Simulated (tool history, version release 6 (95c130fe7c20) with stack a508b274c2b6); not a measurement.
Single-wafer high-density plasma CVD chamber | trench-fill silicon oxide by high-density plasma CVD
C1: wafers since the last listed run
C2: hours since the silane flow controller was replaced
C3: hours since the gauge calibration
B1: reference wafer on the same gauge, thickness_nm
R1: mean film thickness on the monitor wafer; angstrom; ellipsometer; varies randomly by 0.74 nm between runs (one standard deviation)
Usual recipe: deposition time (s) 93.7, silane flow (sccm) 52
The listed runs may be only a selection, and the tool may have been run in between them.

run 1 hour=0 | deposition_time_(s)=93.7 silane_flow_(sccm)=52 | C1=0 C2=2729.9 C3=257.4 | B1=428.955 | R1=4772.34
run 2 hour=26 | deposition_time_(s)=100.2 silane_flow_(sccm)=52 | C1=399 C2=2755.9 C3=283.4 | B1=428.839 | R1=5098.66
run 3 hour=43 | deposition_time_(s)=104.7 silane_flow_(sccm)=47 | C1=261 C2=2772.9 C3=300.4 | B1=428.897 | R1=4935.62
run 4 hour=72.9 | deposition_time_(s)=104.7 silane_flow_(sccm)=47 | C1=459 C2=2802.8 C3=330.3 | B1=428.635 | R1=4928.44
run 5 hour=95.5 | deposition_time_(s)=104.7 silane_flow_(sccm)=47 | C1=347 C2=2825.4 C3=352.9 | B1=429.069 | R1=4917.03
run 6 hour=110 | deposition_time_(s)=93.7 silane_flow_(sccm)=52 | C1=222 C2=2839.9 C3=367.4 | B1=429.367 | R1=4763.83
run 7 hour=144.1 | deposition_time_(s)=93.7 silane_flow_(sccm)=52 | C1=524 C2=2874 C3=401.5 | B1=429.196 | R1=4763.12
-- hour=168.7 silane flow controller replaced
run 8 hour=178.8 | deposition_time_(s)=104.2 silane_flow_(sccm)=52 | C1=410 C2=10.1 C3=436.2 | B1=428.53 | R1=5435.76
run 9 hour=201.1 | deposition_time_(s)=104.2 silane_flow_(sccm)=52 | C1=342 C2=32.4 C3=458.5 | B1=429.128 | R1=5441.41
run 10 hour=216.2 | deposition_time_(s)=82 silane_flow_(sccm)=46 | C1=232 C2=47.5 C3=473.6 | B1=429.371 | R1=3893.53
-- hour=242.9 gauge calibrated
run 11 hour=249.2 | deposition_time_(s)=109.2 silane_flow_(sccm)=43 | C1=507 C2=80.5 C3=6.3 | B1=429.11 | R1=4919.13
run 12 hour=266.1 | deposition_time_(s)=93.7 silane_flow_(sccm)=52 | C1=259 C2=97.4 C3=23.2 | B1=429.199 | R1=4889.68

Expected results for the next run?
run 13 hour=300.7 | deposition_time_(s)=103.1 silane_flow_(sccm)=49 | C1=531 C2=132 C3=57.8 | B1=? | R1=?

Run 13 produced B1 429.133, R1 5132.82 angstrom.
Without the tool's hidden state the same run would have given R1 5172.49 angstrom.

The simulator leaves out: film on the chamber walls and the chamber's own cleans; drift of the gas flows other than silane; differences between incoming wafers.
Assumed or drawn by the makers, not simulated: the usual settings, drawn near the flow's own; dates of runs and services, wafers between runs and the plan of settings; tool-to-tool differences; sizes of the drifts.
